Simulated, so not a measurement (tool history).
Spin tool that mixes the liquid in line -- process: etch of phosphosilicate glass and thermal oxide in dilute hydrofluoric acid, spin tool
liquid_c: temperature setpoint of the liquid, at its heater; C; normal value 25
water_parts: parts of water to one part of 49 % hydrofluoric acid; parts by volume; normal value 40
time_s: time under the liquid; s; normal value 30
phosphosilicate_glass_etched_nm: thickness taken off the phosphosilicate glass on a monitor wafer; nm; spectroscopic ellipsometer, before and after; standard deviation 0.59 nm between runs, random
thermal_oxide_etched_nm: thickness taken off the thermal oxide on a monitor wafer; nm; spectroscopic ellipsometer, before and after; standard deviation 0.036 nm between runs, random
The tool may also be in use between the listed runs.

| run | hour | liquid_c | water_parts | time_s | read-back film thickness of the phosphosilicate glass reference wafer, read on the same gauge (nm) | read-back film thickness of the thermal oxide reference wafer, read on the same gauge (nm) | phosphosilicate_glass_etched_nm | thermal_oxide_etched_nm |
|---|---|---|---|---|---|---|---|---|
| 1 | 0 | 26 | 40 | 30 | 130.01 | 50.019 | 102.07 | 4.292 |
| 2 | 38.4 | 26 | 40 | 30 | 130.03 | 49.953 | 102.53 | 4.253 |
| 3 | 112.2 | 25 | 50 | 15 | 129.96 | 49.991 | 38.54 | 1.605 |
| 4 | 189.8 | 25 | 40 | 30 | 130.02 | 49.969 | 97.71 | 4.047 |
| 5 | 241.4 | 20.5 | 35 | 35 | 130.04 | 49.997 | 107.52 | 4.471 |
| 6 | 286.4 | 23.5 | 45 | 45 | 129.99 | 49.999 | 120.64 | 4.93 |
| 7 | 389.6 | 25 | 40 | 35 | 129.99 | 50.01 | 112.72 | 4.684 |
| 8 | 454.1 | 23.5 | 50 | 30 | 129.99 | 50.018 | 71.35 | 2.94 |
|  | 467.5 | hydrofluoric acid flow meter replaced |
| 9 | 558.4 | 26.5 | 40 | 45 | 130.02 | 50.015 | 153.44 | 6.406 |
| 10 | 655.6 | 25 | 35 | 35 | 130.01 | 50.057 | 129.42 | 5.419 |
| 11 | 709.5 | 25 | 40 | 30 | 130 | 49.938 | 95.64 | 3.96 |
| 12 | 752.7 | 25 | 40 | 40 | 130.04 | 49.97 | 127.68 | 5.276 |
| 13 | 842.4 | 21 | 30 | 15 | 130.02 | 50.034 | 54.28 | 2.27 |
|  | 918.9 | thermometer replaced |
| 14 | 945.9 | 25 | 20 | 15 | 129.99 | 49.997 | 105.29 | 4.356 |
| 15 | 988.7 | 25 | 40 | 30 | 130.04 | 49.943 | 100.51 | 4.211 |
| 16 | 1025.3 | 25 | 40 | 15 | 130.02 | 49.979 | 50.76 | 2.12 |
| 17 | 1081.9 | 25 | 40 | 30 | 130.02 | 50.005 | 101.24 | 4.196 |
| 18 | 1189.2 | 27.5 | 40 | 30 | 130.02 | 49.993 | 111.5 | 4.672 |
| 19 | 1247.9 | 30 | 25 | 40 | 130.03 | 49.985 | 266.39 | 11.337 |
| 20 | 1294.1 | 25 | 40 | 30 | 130.01 | 49.941 | 101.13 | 4.217 |
| 21 | 1378.2 | 25 | 40 | 30 | 129.98 | 49.985 | 100.11 | 4.207 |
|  | 1393.7 | hydrofluoric acid flow meter replaced |
| 22 | 1452.1 | 25 | 40 | 30 | 130.01 | 49.966 | 100.16 | 4.142 |
| 23 | 1498.2 | 25 | 40 | 20 | 130.01 | 49.959 | 66.32 | 2.754 |
| 24 | 1592.4 | 25 | 40 | 30 | 130.01 | 49.993 | 100.45 | 4.093 |
| 25 | 1663.6 | 23 | 40 | 30 | 130 | 50.067 | 90.43 | 3.853 |

Exercise: give the hidden state of the tool at every run:
hydrofluoric acid flow above the setpoint (%): 0 in every run
gauge reads high (%): 0 in every run
H1: liquid colder than its thermometer reads (K)
| run | H1 |
|---|---|
| 1 | 1.02 |
| 2 | 1.06 |
| 3 | 1.12 |
| 4 | 1.18 |
| 5 | 1.23 |
| 6 | 1.27 |
| 7 | 1.35 |
| 8 | 1.41 |
| 9 | 1.5 |
| 10 | 1.58 |
| 11 | 1.62 |
| 12 | 1.66 |
| 13 | 1.74 |
| 14 | 0.148 |
| 15 | 0.184 |
| 16 | 0.215 |
| 17 | 0.263 |
| 18 | 0.354 |
| 19 | 0.404 |
| 20 | 0.443 |
| 21 | 0.514 |
| 22 | 0.577 |
| 23 | 0.616 |
| 24 | 0.696 |
| 25 | 0.756 |
